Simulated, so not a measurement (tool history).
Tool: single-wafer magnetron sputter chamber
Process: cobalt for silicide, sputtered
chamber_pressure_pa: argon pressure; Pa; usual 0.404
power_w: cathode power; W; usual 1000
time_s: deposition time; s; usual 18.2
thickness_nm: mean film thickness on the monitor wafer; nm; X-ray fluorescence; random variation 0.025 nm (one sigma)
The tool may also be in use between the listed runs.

run,hour,chamber_pressure_pa,power_w,time_s,"read-back reference wafer on the same gauge, thickness_nm",thickness_nm
1,0.0,0.404,1000,18.2,8.131,9.081
2,27.1,0.404,1000,19.2,8.131,9.548
3,38.6,0.404,1000,19.2,8.135,9.536
4,47.6,0.404,1000,18.2,8.127,9.000
5,61.6,0.404,1000,18.2,8.122,9.041
# hour 71.5: capacitance manometer re-zeroed and calibrated
6,76.6,0.404,1000,18.2,8.126,9.041
7,90.4,0.404,1000,16.6,8.132,8.224
8,100.3,0.404,1100,17.2,8.127,9.076
# hour 118.1: sputter target and shields replaced
9,118.6,0.404,1000,18.2,8.126,9.020
10,123.0,0.404,1000,18.2,8.130,9.030
# hour 128.1: gauge calibrated
# hour 140.4: magnet pack replaced
11,140.9,0.340,850,14.7,8.132,6.757
12,141.2,0.487,900,18.2,8.133,8.227
13,155.3,0.491,850,18.2,8.129,7.929
14,168.5,0.404,1000,18.2,8.128,8.983
15,183.3,0.463,1100,21.6,8.130,11.190

What the log doesn't show, run by run:
deposition rate above that of a new target (%): 0 in every run
true argon pressure above the setpoint (%): 0 in every run
gauge reads high (%): 0 in every run

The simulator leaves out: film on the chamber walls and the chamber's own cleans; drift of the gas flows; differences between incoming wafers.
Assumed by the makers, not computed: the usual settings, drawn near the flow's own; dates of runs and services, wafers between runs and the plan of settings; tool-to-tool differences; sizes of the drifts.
